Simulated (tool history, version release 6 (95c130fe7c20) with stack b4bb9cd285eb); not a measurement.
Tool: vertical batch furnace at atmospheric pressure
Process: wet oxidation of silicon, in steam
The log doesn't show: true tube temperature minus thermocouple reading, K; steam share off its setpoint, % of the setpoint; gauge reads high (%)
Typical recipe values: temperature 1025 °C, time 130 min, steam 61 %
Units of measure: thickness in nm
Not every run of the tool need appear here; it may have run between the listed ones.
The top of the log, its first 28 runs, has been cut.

run,hour,temperature,time,steam,wafers since the last listed run,hours since the last temperature calibration,hours since the steam generator was serviced,hours since the gauge calibration,"read-back reference wafer on the same gauge, thickness",thickness
29,687.3,1013,160.5,66,93,22.2,171.8,338.8,732.73,728.5
30,721.6,1048,70.5,61,207,56.5,206.1,373.1,733.17,507.36
31,741.6,1017,184.5,71,120,76.5,226.1,393.1,732.92,832.19
32,769.6,1046,84,61,169,104.5,254.1,421.1,733.3,555.35
33,795.8,1025,103.5,56,158,130.7,280.3,447.3,733.29,542.34
34,812.2,1025,158.5,61,99,147.1,296.7,463.7,732.89,725.42
35,829.7,1025,168,50,105,164.6,314.2,481.2,732.81,671.13
36,858.7,1025,130,61,175,193.6,343.2,510.2,732.76,649.04
37,890.6,1004,193,70,192,225.5,375.1,542.1,732.83,796.81
38,903.9,1025,93.5,61,80,238.8,388.4,555.4,733.53,535.95
39,937.8,1025,130,61,205,272.7,422.3,589.3,733.37,646.55

What if the next run were any one of these 3? Each begins from the tool's condition after run 39:
A,944.2,1025,162,61,38,279.1,428.7,595.7,?,?
B,944.2,1037,130,57,38,279.1,428.7,595.7,?,?
C,944.2,1050,148,55,38,279.1,428.7,595.7,?,?

run,"read-back reference wafer on the same gauge, thickness",thickness
A,733.17,733.16
B,733.17,655.94
C,733.17,728.16
Stripped of hidden state, with their random variation kept, the same runs would have yielded:
run,thickness
A,743.36
B,665.06
C,738.08
